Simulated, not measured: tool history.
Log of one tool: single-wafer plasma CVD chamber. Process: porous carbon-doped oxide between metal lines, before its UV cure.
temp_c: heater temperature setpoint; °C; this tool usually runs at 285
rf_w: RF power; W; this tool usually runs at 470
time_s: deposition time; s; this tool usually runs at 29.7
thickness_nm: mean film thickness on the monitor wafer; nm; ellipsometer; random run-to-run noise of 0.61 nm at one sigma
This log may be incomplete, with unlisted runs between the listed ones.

run,hour,temp_c,rf_w,time_s,wafers since the last listed run,hours since the last thermocouple change,hours since the last RF generator calibration,hours since the showerhead was replaced,hours since the gauge calibration,"read-back reference wafer on the same gauge, thickness_nm",thickness_nm
1,0.0,285,470,29.7,0,1051.5,912.5,3565.1,402.6,172.994,158.792
# hour 28.3: RF generator calibrated
2,28.8,289,470,32.7,305,1080.3,0.5,3593.9,431.4,172.872,177.985
3,61.9,289,470,32.7,486,1113.4,33.6,3627.0,464.5,173.129,178.638
4,100.5,289,470,32.7,567,1152.0,72.2,3665.6,503.1,173.193,176.845
5,128.4,285,470,29.7,410,1179.9,100.1,3693.5,531.0,172.877,165.735
6,195.0,285,470,29.7,979,1246.5,166.7,3760.1,597.6,173.094,164.475
7,372.2,285,470,29.7,2605,1423.7,343.9,3937.3,774.8,172.944,163.283
8,399.6,285,470,29.7,402,1451.1,371.3,3964.7,802.2,173.080,162.580
9,579.0,280,470,34.3,2637,1630.5,550.7,4144.1,981.6,173.115,189.887
10,613.2,280,470,34.3,502,1664.7,584.9,4178.3,1015.8,172.995,190.523
11,652.4,280,470,34.3,576,1703.9,624.1,4217.5,1055.0,173.236,191.434
12,707.8,285,470,29.7,814,1759.3,679.5,4272.9,1110.4,173.065,160.842
13,734.9,285,470,29.7,398,1786.4,706.6,4300.0,1137.5,172.941,160.530
# hour 768.5: RF generator calibrated
14,816.6,285,470,29.7,1083,1868.1,48.1,4381.7,1219.2,173.171,164.205
15,881.4,285,470,29.7,952,1932.9,112.9,4446.5,1284.0,173.016,164.158
16,914.4,299,470,29.7,485,1965.9,145.9,4479.5,1317.0,173.143,152.200
17,947.6,285,470,29.7,488,1999.1,179.1,4512.7,1350.2,173.194,164.180
# hour 998.9: gauge calibrated
18,1004.2,297,470,32.7,832,2055.7,235.7,4569.3,5.3,173.217,167.866
# hour 1051.0: thermocouple changed; heater temperature recalibrated
19,1051.5,285,470,31.4,577,0.5,283.0,4616.6,52.6,173.181,172.910

The next listed run, before its measurement:
# hour 1100.9: showerhead replaced
20,1101.4,289,470,32.7,616,50.4,332.9,0.5,102.5,?,?

Run 20 gave read-back reference wafer on the same gauge, thickness_nm 172.935, thickness_nm 174.665 nm.
With no hidden state in the tool, this same run would have given thickness_nm 178.066 nm.
